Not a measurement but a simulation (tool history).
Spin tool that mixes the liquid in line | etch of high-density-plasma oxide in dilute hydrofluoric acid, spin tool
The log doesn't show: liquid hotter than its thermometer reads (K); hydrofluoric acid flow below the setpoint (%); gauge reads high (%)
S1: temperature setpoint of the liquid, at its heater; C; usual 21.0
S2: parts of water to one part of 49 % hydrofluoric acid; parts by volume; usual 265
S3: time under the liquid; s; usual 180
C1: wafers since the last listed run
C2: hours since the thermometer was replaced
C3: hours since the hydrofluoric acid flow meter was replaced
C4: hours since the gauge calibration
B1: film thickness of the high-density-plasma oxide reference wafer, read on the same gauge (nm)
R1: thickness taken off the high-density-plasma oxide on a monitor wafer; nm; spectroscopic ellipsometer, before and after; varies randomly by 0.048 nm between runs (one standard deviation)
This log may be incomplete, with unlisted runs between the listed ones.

run   hour    S1   S2   S3   C1     C2     C3     C4     B1    R1
  1    0.0  21.0  350  180    0  694.7  597.4  167.8  79.99  3.76
  2   28.4  21.0  295  180  246  723.1  625.8  196.2  80.04  4.68
  3   71.9  21.0  175  180  378  766.6  669.3  239.7  80.00  8.90
  4  106.0  21.0  175  180  296  800.7  703.4  273.8  79.98  9.12
  5  125.6  21.0  175  180  170  820.3  723.0  293.4  80.02  9.13
  6  141.1  21.0  265  180  134  835.8  738.5  308.9  80.01  5.40
  7  174.0  21.0  265  180  286  868.7  771.4  341.8  80.00  5.40
  8  191.0  21.0  265  180  147  885.7  788.4  358.8  80.04  5.36
  9  208.5  21.0  265  215  152  903.2  805.9  376.3  80.01  6.45
 10  240.5  21.0  265  215  278  935.2  837.9  408.3  80.03  6.38
 11  261.9  21.0  265  180  186  956.6  859.3  429.7  80.01  5.38
     286.6  -- gauge calibrated
     294.8  -- thermometer replaced
 12  295.4  21.0  265  180  282    0.6  892.8    8.8  79.97  4.93
 13  313.2  21.0  265  180  154   18.4  910.6   26.6  79.98  4.89
 14  327.1  21.0  265   90  120   32.3  924.5   40.5  79.95  2.41
 15  342.8  23.5  265  230  136   48.0  940.2   56.2  79.97  6.72
 16  365.7  21.0  360  140  199   70.9  963.1   79.1  80.00  2.54
 17  388.9  17.0  265   80  201   94.1  986.3  102.3  80.03  1.85
     417.0  -- hydrofluoric acid flow meter replaced
 18  478.5  24.0  265  120  770  183.7   61.5  191.9  79.99  4.20
 19  505.4  21.0  265  180  233  210.6   88.4  218.8  80.00  5.56
 20  522.0  21.0  265  265  144  227.2  105.0  235.4  80.00  8.29
 21  535.0  21.0  175  180  113  240.2  118.0  248.4  79.97  9.16
 22  564.2  21.0  265  180  253  269.4  147.2  277.6  80.01  5.53
 23  577.5  17.0  300  270  115  282.7  160.5  290.9  80.00  6.14
 24  591.2  23.0  265  250  119  296.4  174.2  304.6  79.99  8.25
 25  621.6  23.5  265  245  264  326.8  204.6  335.0  79.99  8.33
 26  650.9  21.0  265  180  254  356.1  233.9  364.3  80.01  5.54

Alternative continuations, all from the tool just after run 26; predict every row:
  A  651.4  21.0  265  180   4  356.6  234.4  364.8   ?   ?
  B  651.4  19.0  265  130   4  356.6  234.4  364.8   ?   ?
  C  651.4  21.0  265  285   4  356.6  234.4  364.8   ?   ?
  D  651.4  19.0  265  220   4  356.6  234.4  364.8   ?   ?
  E  651.4  23.5  205  125   4  356.6  234.4  364.8   ?   ?

run     B1    R1
  A  80.02  5.47
  B  80.02  3.67
  C  80.02  8.65
  D  80.02  6.21
  E  80.02  5.72
The same runs, with their run-to-run variation unchanged, on a tool lacking any hidden condition would have given:
run    R1
  A  5.44
  B  3.65
  C  8.62
  D  6.18
  E  5.69

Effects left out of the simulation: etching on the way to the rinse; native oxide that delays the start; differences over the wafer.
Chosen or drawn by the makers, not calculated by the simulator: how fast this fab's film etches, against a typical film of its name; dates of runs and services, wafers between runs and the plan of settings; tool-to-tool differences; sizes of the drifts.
